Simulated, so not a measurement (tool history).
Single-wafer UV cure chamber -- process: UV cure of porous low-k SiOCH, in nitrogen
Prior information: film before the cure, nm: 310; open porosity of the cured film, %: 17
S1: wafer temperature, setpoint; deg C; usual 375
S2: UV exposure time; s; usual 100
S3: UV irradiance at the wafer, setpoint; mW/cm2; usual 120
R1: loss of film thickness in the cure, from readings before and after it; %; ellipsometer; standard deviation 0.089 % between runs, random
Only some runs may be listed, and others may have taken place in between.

Run 1, hour 0.0: usual settings but S1 381 deg C. Result: R1 8.623 %.
At hour 140.5: quartz window cleaned.
Run 2, hour 317.1: usual settings but S1 364 deg C, S3 149 mW/cm2. Result: R1 8.979 %.
At hour 348.4: quartz window cleaned.
Run 3, hour 381.0: usual settings but S1 364 deg C, S3 149 mW/cm2. Result: R1 8.747 %.
Run 4, hour 418.2: usual settings but S1 364 deg C, S3 149 mW/cm2. Result: R1 8.883 %.
Run 5, hour 459.4: usual settings but S1 385 deg C, S2 80 s. Result: R1 7.157 %.
Run 6, hour 498.2: usual settings but S1 385 deg C, S2 80 s. Result: R1 7.178 %.
Run 7, hour 549.2: usual settings but S1 385 deg C, S2 80 s. Result: R1 7.174 %.
Run 8, hour 598.9: usual settings. Result: R1 7.905 %.
At hour 608.0: quartz window cleaned.
Run 9, hour 698.9: usual settings but S2 45 s. Result: R1 4.603 %.
Run 10, hour 742.3: usual settings but S1 394 deg C, S2 75 s, S3 90 mW/cm2. Result: R1 5.537 %.
At hour 800.3: UV bulbs replaced.
Run 11, hour 826.1: usual settings. Result: R1 8.937 %.
At hour 852.2: quartz window cleaned.
Run 12, hour 921.0: usual settings but S1 384 deg C, S3 157 mW/cm2. Result: R1 10.311 %.
Run 13, hour 973.5: usual settings but S1 357 deg C, S2 80 s, S3 138 mW/cm2. Result: R1 8.204 %.
Run 14, hour 1045.6: usual settings. Result: R1 8.893 %.
Run 15, hour 1095.5: usual settings but S3 92 mW/cm2. Result: R1 7.714 %.
At hour 1107.2: quartz window cleaned.
Run 16, hour 1144.6: usual settings but S1 369 deg C, S2 160 s, S3 138 mW/cm2. Result: R1 11.610 %.
Run 17, hour 1203.9: usual settings but S1 357 deg C, S2 60 s. Result: R1 6.309 %.

The tool's hidden state at each run:
transmission lost against a clean window, %: 0 at every run
H1: lamp output below its setpoint, %
run    H1
  1  10.8
  2  16.3
  3  17.6
  4  18.4
  5  19.3
  6  20.2
  7  21.4
  8  22.6
  9  25.1
 10  26.2
 11  1.72
 12  1.83
 13  1.95
 14  2.18
 15  2.39
 16  2.63
 17  2.97
